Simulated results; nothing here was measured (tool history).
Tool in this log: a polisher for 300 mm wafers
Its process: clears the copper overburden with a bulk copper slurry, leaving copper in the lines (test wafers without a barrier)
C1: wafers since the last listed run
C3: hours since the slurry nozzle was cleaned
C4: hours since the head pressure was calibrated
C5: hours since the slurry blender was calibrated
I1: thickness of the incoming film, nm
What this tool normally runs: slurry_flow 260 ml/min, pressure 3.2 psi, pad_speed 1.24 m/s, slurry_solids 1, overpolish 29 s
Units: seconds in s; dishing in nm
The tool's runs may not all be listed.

Run 1, hour 0: usual settings; C1 0; wafers polished on this pad 239; C3 330; C4 273.4; C5 253; I1 1112.4. Result: seconds 94.8 s, dishing 74.9 nm.
Run 2, hour 26.4: usual settings; C1 202; wafers polished on this pad 442; C3 356.4; C4 299.8; C5 279.4; I1 1107.4. Result: seconds 95.5 s, dishing 72.3 nm.
Run 3, hour 50.2: usual settings; C1 182; wafers polished on this pad 625; C3 380.2; C4 323.6; C5 303.2; I1 1093.9. Result: seconds 93.2 s, dishing 72 nm.
Run 4, hour 82.8: usual settings but overpolish 42 s; C1 250; wafers polished on this pad 875; C3 412.8; C4 356.2; C5 335.8; I1 1101.9. Result: seconds 93.2 s, dishing 74.5 nm.
Run 5, hour 109.1: usual settings but pad_speed 1.12 m/s; C1 201; wafers polished on this pad 1076; C3 439.1; C4 382.5; C5 362.1; I1 1094.7. Result: seconds 106.3 s, dishing 72.3 nm.
Run 6, hour 141.3: usual settings but pad_speed 1.12 m/s; C1 247; wafers polished on this pad 1323; C3 471.3; C4 414.7; C5 394.3; I1 1092.4. Result: seconds 106.5 s, dishing 73.8 nm.
At hour 151.5: slurry blender recalibrated.
At hour 156.5: worn pad replaced by a new one.
Run 7, hour 175.1: usual settings but slurry_solids 1.15; C1 213; wafers polished on this pad 142; C3 505.1; C4 448.5; C5 23.6; I1 1090.9. Result: seconds 94.1 s, dishing 72.3 nm.
Run 8, hour 204.5: usual settings but slurry_solids 1.15; C1 225; wafers polished on this pad 368; C3 534.5; C4 477.9; C5 53; I1 1105.3. Result: seconds 93.8 s, dishing 72.9 nm.
At hour 228.4: head pressure recalibrated.
Run 9, hour 234: usual settings; C1 210; wafers polished on this pad 578; C3 564; C4 5.6; C5 82.5; I1 1086.5. Result: seconds 99.1 s, dishing 75.5 nm.
Run 10, hour 248.5: usual settings but pressure 3.8 psi; C1 111; wafers polished on this pad 690; C3 578.5; C4 20.1; C5 97; I1 1094.1. Result: seconds 82.1 s, dishing 79.9 nm.
Run 11, hour 287.7: usual settings but pressure 3.8 psi; C1 300; wafers polished on this pad 990; C3 617.7; C4 59.3; C5 136.2; I1 1117.5. Result: seconds 86.2 s, dishing 78.7 nm.
Run 12, hour 301.4: usual settings but pressure 3.8 psi; C1 105; wafers polished on this pad 1096; C3 631.4; C4 73; C5 149.9; I1 1100.6. Result: seconds 83.3 s, dishing 78.7 nm.
Run 13, hour 317: usual settings; C1 119; wafers polished on this pad 1215; C3 647; C4 88.6; C5 165.5; I1 1121.1. Result: seconds 105.4 s, dishing 73.2 nm.
At hour 331: slurry nozzle cleaned.
At hour 343.9: worn pad replaced by a new one.
Run 14, hour 346.3: usual settings but slurry_flow 285 ml/min, slurry_solids 1.3; C1 186; wafers polished on this pad 18; C3 15.3; C4 117.9; C5 194.8; I1 1081.1. Result: seconds 81 s, dishing 76.5 nm.
Run 15, hour 376.7: usual settings but pressure 2.6 psi, pad_speed 1.56 m/s, slurry_solids 0.9, overpolish 12 s; C1 233; wafers polished on this pad 251; C3 45.7; C4 148.3; C5 225.2; I1 1097. Result: seconds 90.8 s, dishing 55.3 nm.
Run 16, hour 467.7: usual settings but pressure 4.1 psi; C1 698; wafers polished on this pad 949; C3 136.7; C4 239.3; C5 316.2; I1 1113.4. Result: seconds 72.1 s, dishing 81.3 nm.
Run 17, hour 492.8: usual settings; C1 192; wafers polished on this pad 1142; C3 161.8; C4 264.4; C5 341.3; I1 1094. Result: seconds 91.9 s, dishing 72.9 nm.
Run 18, hour 506.3: usual settings; C1 103; wafers polished on this pad 1246; C3 175.3; C4 277.9; C5 354.8; I1 1098.4. Result: seconds 90.5 s, dishing 76.1 nm.
At hour 529.4: worn pad replaced by a new one.
Run 19, hour 535.3: usual settings but pad_speed 0.98 m/s, overpolish 14 s; C1 191; wafers polished on this pad 45; C3 204.3; C4 306.9; C5 383.8; I1 1108. Result: seconds 110.1 s, dishing 56.1 nm.
At hour 556.3: slurry blender recalibrated.
Run 20, hour 570.5: usual settings but pad_speed 1.12 m/s; C1 254; wafers polished on this pad 300; C3 239.5; C4 342.1; C5 14.2; I1 1090.8. Result: seconds 95 s, dishing 73.4 nm.
Run 21, hour 590.1: usual settings but slurry_flow 335 ml/min, pressure 3.8 psi, slurry_solids 0.8; C1 150; wafers polished on this pad 450; C3 259.1; C4 361.7; C5 33.8; I1 1103.8. Result: seconds 79.4 s, dishing 80.2 nm.
Run 22, hour 614.8: usual settings but slurry_flow 230 ml/min; C1 189; wafers polished on this pad 640; C3 283.8; C4 386.4; C5 58.5; I1 1085.9. Result: seconds 91.3 s, dishing 75.4 nm.
Run 23, hour 631: usual settings; C1 124; wafers polished on this pad 764; C3 300; C4 402.6; C5 74.7; I1 1102.2. Result: seconds 91.8 s, dishing 77.3 nm.
Run 24, hour 656.6: usual settings but slurry_flow 325 ml/min; C1 196; wafers polished on this pad 960; C3 325.6; C4 428.2; C5 100.3; I1 1116.2. Result: seconds 92.9 s, dishing 73.6 nm.
Run 25, hour 672.1: usual settings; C1 118; wafers polished on this pad 1079; C3 341.1; C4 443.7; C5 115.8; I1 1102.5. Result: seconds 92.2 s, dishing 72.1 nm.
Run 26, hour 691.9: usual settings but pad_speed 1.1 m/s, slurry_solids 1.1, overpolish 37 s; C1 151; wafers polished on this pad 1231; C3 360.9; C4 463.5; C5 135.6; I1 1100.1. Result: seconds 101.7 s, dishing 75.5 nm.
At hour 704: worn pad replaced by a new one.
Run 27, hour 710.5: usual settings but pad_speed 0.9 m/s, slurry_solids 0.7, overpolish 34 s; C1 112; wafers polished on this pad 49; C3 379.5; C4 482.1; C5 154.2; I1 1089.6. Result: seconds 126.8 s, dishing 73.8 nm.

3 options for the next run, each taken on its own from the tool as it stands now. Forecast them:
Run A, hour 711: usual settings; C1 3; wafers polished on this pad 53; C3 380; C4 482.6; C5 154.7; I1 1113.6. Result: seconds ?, dishing ?.
Run B, hour 711: usual settings but slurry_flow 225 ml/min, slurry_solids 1.2; C1 3; wafers polished on this pad 53; C3 380; C4 482.6; C5 154.7; I1 1113.6. Result: seconds ?, dishing ?.
Run C, hour 711: usual settings but slurry_flow 300 ml/min; C1 3; wafers polished on this pad 53; C3 380; C4 482.6; C5 154.7; I1 1113.6. Result: seconds ?, dishing ?.

run  seconds  dishing
  A     94.7     73.5
  B     92.8     73.7
  C     92.8     73.7
With no hidden state in the tool, these same runs would have given:
run  seconds  dishing
  A     91.3     73.8
  B     88.9       74
  C     89.9     73.9

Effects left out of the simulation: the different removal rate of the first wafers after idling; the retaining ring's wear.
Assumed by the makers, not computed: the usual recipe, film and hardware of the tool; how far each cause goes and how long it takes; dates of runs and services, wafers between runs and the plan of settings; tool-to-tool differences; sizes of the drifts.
